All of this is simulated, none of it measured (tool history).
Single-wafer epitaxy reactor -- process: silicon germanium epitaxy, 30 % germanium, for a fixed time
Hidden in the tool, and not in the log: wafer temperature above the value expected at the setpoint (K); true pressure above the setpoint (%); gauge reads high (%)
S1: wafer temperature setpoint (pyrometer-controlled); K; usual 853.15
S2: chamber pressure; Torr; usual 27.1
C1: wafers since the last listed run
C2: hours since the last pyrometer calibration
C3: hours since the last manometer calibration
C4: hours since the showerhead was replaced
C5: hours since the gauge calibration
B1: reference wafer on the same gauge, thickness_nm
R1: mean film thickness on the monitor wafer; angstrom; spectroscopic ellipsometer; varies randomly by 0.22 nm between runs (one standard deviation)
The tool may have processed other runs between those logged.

run    hour      S1    S2    C1      C2      C3      C4      C5      B1      R1
  1       0  853.15  27.1     0  2081.3   969.4  2932.9  1130.1  41.985  439.12
  2    49.9  848.15  27.1   810  2131.2  1019.3  2982.8    1180  42.045     393
  3    74.3  848.15  27.1   396  2155.6  1043.7  3007.2  1204.4      42  396.15
  4   144.4  848.15  27.1  1138  2225.7  1113.8  3077.3  1274.5  41.986  393.18
  5   203.3  842.15  22.3   956  2284.6  1172.7  3136.2  1333.4  41.977  323.37
  6     350  842.15  22.3  2381  2431.3  1319.4  3282.9  1480.1  42.007  321.62
  7   397.5  849.15  27.1   771  2478.8  1366.9  3330.4  1527.6  42.039  393.39
  8   442.6  861.15  22.1   732  2523.9    1412  3375.5  1572.7  41.977  487.98
  9   501.3  853.15    25   952  2582.6  1470.7  3434.2  1631.4  41.979  421.44
      532.4  -- pyrometer calibrated
        542  -- gauge calibrated
 10   562.7  844.15  23.3   866    30.3  1532.1  3495.6    20.7  41.972  311.09
 11   615.1  844.15  23.3   850    82.7  1584.5    3548    73.1  42.006  311.96
 12   660.1  853.15  27.1   730   127.7  1629.5    3593   118.1  42.013  394.25
 13   725.2  858.15  30.1  1056   192.8  1694.6  3658.1   183.2  41.979  454.91
      765.5  -- pyrometer calibrated, repeated, since the last time left the tool worse
 14   911.4  853.15    25  2892   145.9  1880.8  3844.3   369.4   41.97  463.59
 15   966.7  864.15  27.1   897   201.2  1936.1  3899.6   424.7  41.962  598.86
      977.8  -- capacitance manometer re-zeroed and calibrated
 16  1029.7  857.15  25.3   892   264.2    51.9  3962.6   487.7  42.013  503.23
     1081.4  -- showerhead replaced
 17  1096.2  853.15  27.1   949   330.7   118.4    14.8   554.2  42.013  469.26
 18  1140.8  842.15  20.8   724   375.3     163    59.4   598.8  42.002  347.58
 19  1166.1  868.15  27.1   410   400.6   188.3    84.7   624.1  42.032  650.14
 20  1213.9  857.15  27.1   776   448.4   236.1   132.5   671.9  41.978  512.15
 21    1284  853.15  27.1  1138   518.5   306.2   202.6     742  41.972  472.12
 22  1417.2  839.15  27.1  2162   651.7   439.4   335.8   875.2  41.998  343.08
 23  1486.9  861.15    29  1131   721.4   509.1   405.5   944.9   42.02  574.26

Here are 3 independent what-if runs from the current tool condition. What would each one return?
  A  1487.3  853.15  27.1   6  721.8  509.5  405.9  945.3   ?   ?
  B  1487.3  866.15  32.4   6  721.8  509.5  405.9  945.3   ?   ?
  C  1487.3  847.15  32.5   6  721.8  509.5  405.9  945.3   ?   ?

run      B1      R1
  A  42.024  471.02
  B  42.024  652.89
  C  42.024  433.31
With the hidden condition removed and each run's random variation left untouched, the same runs would have given:
run      R1
  A  472.69
  B  655.13
  C  434.87
